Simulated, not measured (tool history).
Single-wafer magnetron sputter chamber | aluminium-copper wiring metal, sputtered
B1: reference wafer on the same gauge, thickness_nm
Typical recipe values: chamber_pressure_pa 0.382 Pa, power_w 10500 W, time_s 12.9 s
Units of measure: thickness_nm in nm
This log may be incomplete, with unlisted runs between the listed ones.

{"run": 1, "hour": 0.0, "chamber_pressure_pa": 0.271, "power_w": 10500, "time_s": 13.9, "B1": 205.998, "thickness_nm": 261.49}
{"run": 2, "hour": 31.4, "chamber_pressure_pa": 0.271, "power_w": 10500, "time_s": 13.9, "B1": 205.982, "thickness_nm": 261.894}
{"run": 3, "hour": 55.2, "chamber_pressure_pa": 0.271, "power_w": 10500, "time_s": 13.9, "B1": 205.946, "thickness_nm": 261.457}
{"run": 4, "hour": 77.7, "chamber_pressure_pa": 0.294, "power_w": 11700, "time_s": 12.9, "B1": 205.881, "thickness_nm": 263.298}
{"run": 5, "hour": 95.6, "chamber_pressure_pa": 0.294, "power_w": 11700, "time_s": 12.9, "B1": 205.948, "thickness_nm": 263.396}
{"hour": 123.1, "done": "gauge calibrated"}
{"run": 6, "hour": 127.4, "chamber_pressure_pa": 0.294, "power_w": 11700, "time_s": 12.9, "B1": 205.954, "thickness_nm": 263.316}
{"run": 7, "hour": 161.2, "chamber_pressure_pa": 0.382, "power_w": 10500, "time_s": 12.9, "B1": 205.866, "thickness_nm": 227.629}
{"hour": 184.5, "done": "sputter target and shields replaced"}
{"run": 8, "hour": 185.8, "chamber_pressure_pa": 0.382, "power_w": 10500, "time_s": 12.9, "B1": 205.94, "thickness_nm": 231.057}
{"run": 9, "hour": 201.0, "chamber_pressure_pa": 0.382, "power_w": 10500, "time_s": 12.9, "B1": 206.048, "thickness_nm": 231.395}
{"run": 10, "hour": 233.6, "chamber_pressure_pa": 0.382, "power_w": 11300, "time_s": 12.9, "B1": 205.909, "thickness_nm": 245.721}
{"hour": 271.5, "done": "magnet pack replaced"}
{"hour": 272.8, "done": "capacitance manometer re-zeroed and calibrated"}
{"run": 11, "hour": 273.3, "chamber_pressure_pa": 0.382, "power_w": 9450, "time_s": 11.2, "B1": 206.104, "thickness_nm": 176.614}
{"run": 12, "hour": 358.8, "chamber_pressure_pa": 0.512, "power_w": 10500, "time_s": 11.3, "B1": 206.11, "thickness_nm": 178.419}
{"run": 13, "hour": 385.9, "chamber_pressure_pa": 0.255, "power_w": 12800, "time_s": 12.9, "B1": 206.251, "thickness_nm": 287.385}
{"run": 14, "hour": 408.6, "chamber_pressure_pa": 0.382, "power_w": 10500, "time_s": 12.9, "B1": 205.954, "thickness_nm": 220.941}
{"hour": 423.9, "done": "gauge calibrated"}
{"run": 15, "hour": 425.2, "chamber_pressure_pa": 0.451, "power_w": 12800, "time_s": 14.8, "B1": 206.05, "thickness_nm": 287.598}
{"hour": 458.5, "done": "sputter target and shields replaced"}
{"run": 16, "hour": 459.0, "chamber_pressure_pa": 0.499, "power_w": 9750, "time_s": 15.5, "B1": 205.875, "thickness_nm": 232.808}
{"run": 17, "hour": 468.0, "chamber_pressure_pa": 0.382, "power_w": 13100, "time_s": 14.6, "B1": 205.818, "thickness_nm": 306.893}
{"run": 18, "hour": 481.2, "chamber_pressure_pa": 0.271, "power_w": 8750, "time_s": 14.3, "B1": 206.166, "thickness_nm": 227.819}
{"run": 19, "hour": 515.7, "chamber_pressure_pa": 0.382, "power_w": 10500, "time_s": 12.9, "B1": 206.096, "thickness_nm": 222.728}
{"run": 20, "hour": 547.2, "chamber_pressure_pa": 0.382, "power_w": 12950, "time_s": 14.8, "B1": 205.992, "thickness_nm": 307.431}
{"run": 21, "hour": 561.3, "chamber_pressure_pa": 0.382, "power_w": 8750, "time_s": 13.9, "B1": 206.076, "thickness_nm": 204.765}

Below are 5 alternative next runs, each starting from the tool's condition after run 21. Predict each:
{"run": "A", "hour": 561.7, "chamber_pressure_pa": 0.382, "power_w": 10500, "time_s": 12.9, "B1": "?", "thickness_nm": "?"}
{"run": "B", "hour": 561.7, "chamber_pressure_pa": 0.437, "power_w": 8700, "time_s": 11.8, "B1": "?", "thickness_nm": "?"}
{"run": "C", "hour": 561.7, "chamber_pressure_pa": 0.382, "power_w": 10500, "time_s": 14.7, "B1": "?", "thickness_nm": "?"}
{"run": "D", "hour": 561.7, "chamber_pressure_pa": 0.268, "power_w": 11600, "time_s": 12.9, "B1": "?", "thickness_nm": "?"}
{"run": "E", "hour": 561.7, "chamber_pressure_pa": 0.382, "power_w": 8700, "time_s": 15.1, "B1": "?", "thickness_nm": "?"}

run=A B1=205.791 thickness_nm=221.779
run=B B1=205.791 thickness_nm=166.509
run=C B1=205.791 thickness_nm=252.725
run=D B1=205.791 thickness_nm=261.192
run=E B1=205.791 thickness_nm=220.902
With no hidden state in the tool, these same runs would have given:
run=A thickness_nm=222.665
run=B thickness_nm=167.147
run=C thickness_nm=253.735
run=D thickness_nm=262.33
run=E thickness_nm=221.785
